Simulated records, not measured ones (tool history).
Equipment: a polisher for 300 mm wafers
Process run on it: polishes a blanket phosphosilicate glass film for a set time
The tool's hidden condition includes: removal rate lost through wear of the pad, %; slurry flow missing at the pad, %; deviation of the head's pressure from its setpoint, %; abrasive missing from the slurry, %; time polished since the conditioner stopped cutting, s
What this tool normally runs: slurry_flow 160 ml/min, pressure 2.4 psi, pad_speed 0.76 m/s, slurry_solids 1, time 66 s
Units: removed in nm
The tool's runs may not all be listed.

run   hour  slurry_flow  pressure  pad_speed  slurry_solids  time  wafers since the last listed run  wafers polished on this pad  hours since the slurry nozzle was cleaned  hours since the head pressure was calibrated  hours since the slurry blender was calibrated  hours since the conditioning disc was replaced  incoming thickness of the incoming film, nm  removed
  1      0          160       2.4       0.76              1    66                                 0                          216                                        356                                        1106.9                                          233.3                                           105.1                                       2924.9    305.4
  2   13.9          160       2.4       0.76              1    66                               108                          324                                      369.9                                        1120.8                                          247.2                                             119                                       2916.8    304.4
  3   31.5          160       2.2       0.76              1    66                               137                          462                                      387.5                                        1138.4                                          264.8                                           136.6                                       2913.9    278.6
  4     49          160       2.4       0.76           0.85    66                               136                          599                                        405                                        1155.9                                          282.3                                           154.1                                       2908.8    276.5
  5     58          160       2.4       0.76           0.85    66                                70                          669                                        414                                        1164.9                                          291.3                                           163.1                                         2897      276
      62.5  -- slurry nozzle cleaned
  6   70.8          160       2.4       0.76           0.85    66                                92                          761                                        8.3                                        1177.7                                          304.1                                           175.9                                       2918.5    317.4
      77.8  -- conditioning disc replaced and pad reconditioned
      80.9  -- head pressure recalibrated
  7   83.3          160       2.4       0.76              1    66                                66                          828                                       20.8                                           2.4                                          316.6                                             5.5                                       2888.8    343.8
  8   95.5          160       2.4       0.62              1    66                                95                          923                                         33                                          14.6                                          328.8                                            17.7                                       2956.2    290.9
       106  -- worn pad replaced by a new one
  9  106.5          160       2.4       0.76              1    66                                54                            4                                         44                                          25.6                                          339.8                                            28.7                                       2915.3      337
 10  110.9          160       2.4       0.76              1    66                                34                           38                                       48.4                                            30                                          344.2                                            33.1                                       2909.9    338.1
       128  -- slurry blender recalibrated
 11  128.5          215       2.9       0.64              1    79                               121                          160                                         66                                          47.6                                            0.5                                            50.7                                       2905.9    455.1
 12  134.8          175       2.4       0.76              1    66                                49                          209                                       72.3                                          53.9                                            6.8                                              57                                       2941.4    351.5
 13  143.5          160       2.4        0.9           1.25    51                                68                          277                                         81                                          62.6                                           15.5                                            65.7                                       2886.4    330.5
 14  152.7          145       2.4          1              1    66                                71                          349                                       90.2                                          71.8                                           24.7                                            74.9                                       2929.1    413.7
 15  174.9          160       2.4       0.76              1    66                               173                          523                                      112.4                                            94                                           46.9                                            97.1                                       2905.3    334.8

Had the tool no unlogged condition, and each run kept its random variation, what would the results have been?
run  removed
  1    345.7
  2    347.4
  3    321.6
  4      323
  5    324.5
  6      320
  7    347.6
  8    294.9
  9    342.5
 10      344
 11    462.4
 12      359
 13    338.9
 14    426.4
 15    346.2

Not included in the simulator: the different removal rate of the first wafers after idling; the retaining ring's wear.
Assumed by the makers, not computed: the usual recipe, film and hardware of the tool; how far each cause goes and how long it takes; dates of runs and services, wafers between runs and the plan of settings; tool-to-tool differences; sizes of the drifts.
